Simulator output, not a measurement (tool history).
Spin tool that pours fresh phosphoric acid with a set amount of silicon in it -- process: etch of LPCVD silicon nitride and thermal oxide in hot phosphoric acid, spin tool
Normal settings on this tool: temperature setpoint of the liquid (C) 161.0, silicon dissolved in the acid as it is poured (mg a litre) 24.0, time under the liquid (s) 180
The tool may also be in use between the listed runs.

| run | hour | temperature setpoint of the liquid (C) | silicon dissolved in the acid as it is poured (mg a litre) | time under the liquid (s) | wafers since the last listed run | hours since the thermometer was replaced | hours since the dissolved silicon flow meter was replaced | hours since the heated supply line was repaired | hours since the gauge calibration | read-back film thickness of the LPCVD silicon nitride reference wafer, read on the same gauge (nm) | read-back film thickness of the thermal oxide reference wafer, read on the same gauge (nm) | thickness taken off the LPCVD silicon nitride on a monitor wafer (angstrom) | thickness taken off the thermal oxide on a monitor wafer (angstrom) |
|---|---|---|---|---|---|---|---|---|---|---|---|---|---|
| 1 | 0.0 | 161.0 | 24.0 | 180 | 0 | 1893.4 | 2052.9 | 1245.4 | 735.3 | 79.98 | 130.003 | 152.0 | 2.79 |
| 2 | 66.9 | 161.0 | 24.0 | 180 | 304 | 1960.3 | 2119.8 | 1312.3 | 802.2 | 80.00 | 129.993 | 150.9 | 2.74 |
|  | 87.3 | dissolved silicon flow meter replaced |
|  | 103.6 | heated supply line repaired |
| 3 | 109.6 | 163.5 | 24.0 | 180 | 185 | 2003.0 | 22.3 | 6.0 | 844.9 | 80.00 | 130.021 | 164.9 | 2.96 |
| 4 | 174.0 | 163.5 | 24.0 | 180 | 293 | 2067.4 | 86.7 | 70.4 | 909.3 | 80.01 | 129.989 | 165.6 | 3.37 |
| 5 | 245.3 | 161.0 | 40.0 | 180 | 325 | 2138.7 | 158.0 | 141.7 | 980.6 | 79.99 | 129.995 | 150.3 | 1.26 |
| 6 | 298.5 | 161.0 | 19.0 | 180 | 242 | 2191.9 | 211.2 | 194.9 | 1033.8 | 80.00 | 130.011 | 151.2 | 2.90 |
| 7 | 342.6 | 163.0 | 40.5 | 260 | 201 | 2236.0 | 255.3 | 239.0 | 1077.9 | 79.99 | 130.017 | 236.7 | 2.25 |
| 8 | 391.7 | 158.5 | 39.5 | 180 | 223 | 2285.1 | 304.4 | 288.1 | 1127.0 | 79.99 | 129.980 | 140.4 | 1.01 |
|  | 449.2 | gauge calibrated |
|  | 460.6 | thermometer replaced |
| 9 | 463.6 | 159.5 | 24.0 | 105 | 323 | 3.0 | 376.3 | 360.0 | 14.4 | 79.99 | 130.004 | 84.9 | 1.43 |
| 10 | 528.5 | 161.0 | 24.0 | 180 | 295 | 67.9 | 441.2 | 424.9 | 79.3 | 79.98 | 130.013 | 153.4 | 2.35 |
| 11 | 555.6 | 158.5 | 24.0 | 90 | 123 | 95.0 | 468.3 | 452.0 | 106.4 | 80.03 | 130.018 | 71.1 | 1.10 |
| 12 | 609.2 | 162.5 | 12.0 | 120 | 244 | 148.6 | 521.9 | 505.6 | 160.0 | 80.04 | 129.996 | 107.2 | 2.67 |
| 13 | 659.3 | 158.0 | 36.0 | 150 | 228 | 198.7 | 572.0 | 555.7 | 210.1 | 80.01 | 130.005 | 114.4 | 1.06 |
| 14 | 720.1 | 161.0 | 24.0 | 180 | 277 | 259.5 | 632.8 | 616.5 | 270.9 | 80.00 | 129.999 | 150.8 | 2.61 |
| 15 | 785.5 | 161.0 | 24.0 | 180 | 298 | 324.9 | 698.2 | 681.9 | 336.3 | 80.01 | 129.980 | 151.6 | 2.61 |
| 16 | 837.4 | 163.5 | 7.5 | 250 | 236 | 376.8 | 750.1 | 733.8 | 388.2 | 79.99 | 129.969 | 228.0 | 6.32 |
| 17 | 897.3 | 161.0 | 24.0 | 145 | 273 | 436.7 | 810.0 | 793.7 | 448.1 | 79.97 | 130.015 | 122.1 | 2.18 |
| 18 | 965.1 | 163.0 | 8.0 | 230 | 309 | 504.5 | 877.8 | 861.5 | 515.9 | 79.98 | 129.987 | 205.6 | 6.29 |
| 19 | 1000.9 | 161.0 | 24.0 | 230 | 163 | 540.3 | 913.6 | 897.3 | 551.7 | 80.01 | 130.017 | 194.0 | 3.70 |
| 20 | 1031.5 | 163.5 | 18.0 | 135 | 139 | 570.9 | 944.2 | 927.9 | 582.3 | 80.03 | 129.991 | 123.7 | 3.14 |
| 21 | 1069.7 | 160.0 | 8.5 | 110 | 174 | 609.1 | 982.4 | 966.1 | 620.5 | 79.98 | 130.031 | 89.3 | 2.42 |

Alternative continuations, all from the tool just after run 21; predict every row:
| A | 1070.2 | 161.0 | 24.0 | 180 | 2 | 609.6 | 982.9 | 966.6 | 621.0 | ? | ? | ? | ? |
| B | 1070.2 | 161.0 | 42.5 | 80 | 2 | 609.6 | 982.9 | 966.6 | 621.0 | ? | ? | ? | ? |
| C | 1070.2 | 163.5 | 36.5 | 240 | 2 | 609.6 | 982.9 | 966.6 | 621.0 | ? | ? | ? | ? |
| D | 1070.2 | 158.5 | 24.0 | 180 | 2 | 609.6 | 982.9 | 966.6 | 621.0 | ? | ? | ? | ? |
| E | 1070.2 | 161.0 | 34.0 | 100 | 2 | 609.6 | 982.9 | 966.6 | 621.0 | ? | ? | ? | ? |

| run | read-back film thickness of the LPCVD silicon nitride reference wafer, read on the same gauge (nm) | read-back film thickness of the thermal oxide reference wafer, read on the same gauge (nm) | thickness taken off the LPCVD silicon nitride on a monitor wafer (angstrom) | thickness taken off the thermal oxide on a monitor wafer (angstrom) |
|---|---|---|---|---|
| A | 79.99 | 130.009 | 153.9 | 2.76 |
| B | 79.99 | 130.009 | 68.4 | 0.49 |
| C | 79.99 | 130.009 | 223.0 | 2.64 |
| D | 79.99 | 130.009 | 141.5 | 2.29 |
| E | 79.99 | 130.009 | 85.5 | 1.04 |
Without the tool's unlogged condition, the same runs would have read:
| run | thickness taken off the LPCVD silicon nitride on a monitor wafer (angstrom) | thickness taken off the thermal oxide on a monitor wafer (angstrom) |
|---|---|---|
| A | 153.9 | 2.76 |
| B | 68.4 | 0.49 |
| C | 223.0 | 2.64 |
| D | 141.5 | 2.29 |
| E | 85.5 | 1.04 |
